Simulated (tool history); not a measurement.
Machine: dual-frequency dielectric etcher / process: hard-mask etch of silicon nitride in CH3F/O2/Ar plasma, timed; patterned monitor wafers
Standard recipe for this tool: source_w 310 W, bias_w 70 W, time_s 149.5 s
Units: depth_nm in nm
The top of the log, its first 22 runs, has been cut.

run,hour,source_w,bias_w,time_s,"read-back reference wafer on the same gauge, depth_nm",depth_nm
23,1945.7,280,82,132.5,104.2,80.1
24,2017.6,310,53,116.0,104.2,67.0
# hour 2069.3: wet clean of the chamber
25,2069.8,350,85,168.5,103.9,112.7
26,2119.2,310,70,110.0,104.4,67.5
27,2211.5,250,70,149.5,103.9,82.5
28,2290.0,390,64,128.5,104.2,84.7
29,2359.2,310,70,149.5,104.1,90.9
30,2416.8,310,70,149.5,104.0,90.5

Here are 4 independent what-if runs from the current tool condition. What would each one return?
A,2417.3,310,70,137.0,?,?
B,2417.3,280,59,194.5,?,?
C,2417.3,310,65,149.5,?,?
D,2417.3,310,70,116.5,?,?

run,"read-back reference wafer on the same gauge, depth_nm",depth_nm
A,103.9,83.6
B,103.9,109.3
C,103.9,89.7
D,103.9,71.0
With the hidden condition removed and each run's random variation left untouched, the same runs would have given:
run,depth_nm
A,88.3
B,115.5
C,94.8
D,75.1

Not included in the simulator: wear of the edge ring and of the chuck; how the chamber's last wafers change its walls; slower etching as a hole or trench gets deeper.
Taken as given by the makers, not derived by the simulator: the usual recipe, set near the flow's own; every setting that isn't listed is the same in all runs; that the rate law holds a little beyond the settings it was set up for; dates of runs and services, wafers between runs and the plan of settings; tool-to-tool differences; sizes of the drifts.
